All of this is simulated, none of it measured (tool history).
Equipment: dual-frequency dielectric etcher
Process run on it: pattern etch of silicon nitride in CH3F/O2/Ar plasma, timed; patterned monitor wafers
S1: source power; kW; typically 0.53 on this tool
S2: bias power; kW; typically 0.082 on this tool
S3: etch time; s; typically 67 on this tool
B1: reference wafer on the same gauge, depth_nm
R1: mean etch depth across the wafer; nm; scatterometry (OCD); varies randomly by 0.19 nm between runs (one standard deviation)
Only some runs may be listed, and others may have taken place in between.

run   hour    S1     S2    S3    B1    R1
  1      0  0.47  0.082    67    56  57.6
  2      9  0.47  0.082    67    56  57.6
  3   24.9  0.53  0.067    67    56  58.2
  4   40.5  0.53  0.093    67    56    65
  5   58.3  0.53  0.093    67    56  64.9
  6   71.9  0.53  0.093    67  55.9  65.3
  7   87.9  0.53  0.088    67    56  63.9
     100.1  -- gauge calibrated
  8  103.6  0.53  0.088    67    56  64.3
  9  111.9  0.63  0.082    67    56    69
     130.6  -- bias power generator calibrated
     138.3  -- wet clean of the chamber
     151.1  -- upper electrode replaced
 10  151.6  0.53  0.068    67    56  57.4
 11  151.9  0.57  0.093    76    56  75.4
 12  152.3  0.53  0.082    67    56  60.9
     167.8  -- source power generator calibrated
 13  168.3  0.63  0.082    55    56  55.4
 14  173.1  0.53  0.082    81    56  74.3
 15  185.2  0.64  0.092    76    56  80.1
 16  198.9  0.53  0.082    67    56  61.2
 17  212.7  0.44  0.082  49.5  56.1  40.4
 18  224.2  0.53  0.082    87    56  79.5
 19  231.2  0.63  0.067    86    56  81.2
 20    249  0.53  0.091    83    56  78.7
 21  264.3  0.53  0.082    67    56  61.7
 22  280.4  0.44  0.096  86.5    56  75.1
 23  291.1  0.53  0.082    67  56.1  61.6
 24  305.2  0.53  0.066    67    56  57.7
 25  314.8  0.64  0.063    74    56  69.7
 26  365.2  0.53  0.082  49.5    56  45.9
 27  373.6  0.61  0.071  74.5    56  71.6
 28  390.9  0.42  0.068    81  55.9  60.9
 29  408.8   0.4    0.1    76    56  63.5

Consider 5 possible next runs. They are alternatives, not a sequence: every one starts from the tool as it was left by run 29. What does each give?
  A  409.2  0.53  0.082    67   ?   ?
  B  409.2   0.4  0.082    67   ?   ?
  C  409.2   0.6  0.082  73.5   ?   ?
  D  409.2   0.6  0.093  86.5   ?   ?
  E  409.2  0.66  0.096  57.5   ?   ?

run  B1    R1
  A  56  62.3
  B  56  52.2
  C  56  73.3
  D  56  90.1
  E  56  63.7
Stripped of hidden state, with their random variation kept, the same runs would have yielded:
run    R1
  A  60.6
  B  50.8
  C  71.3
  D  87.6
  E    62
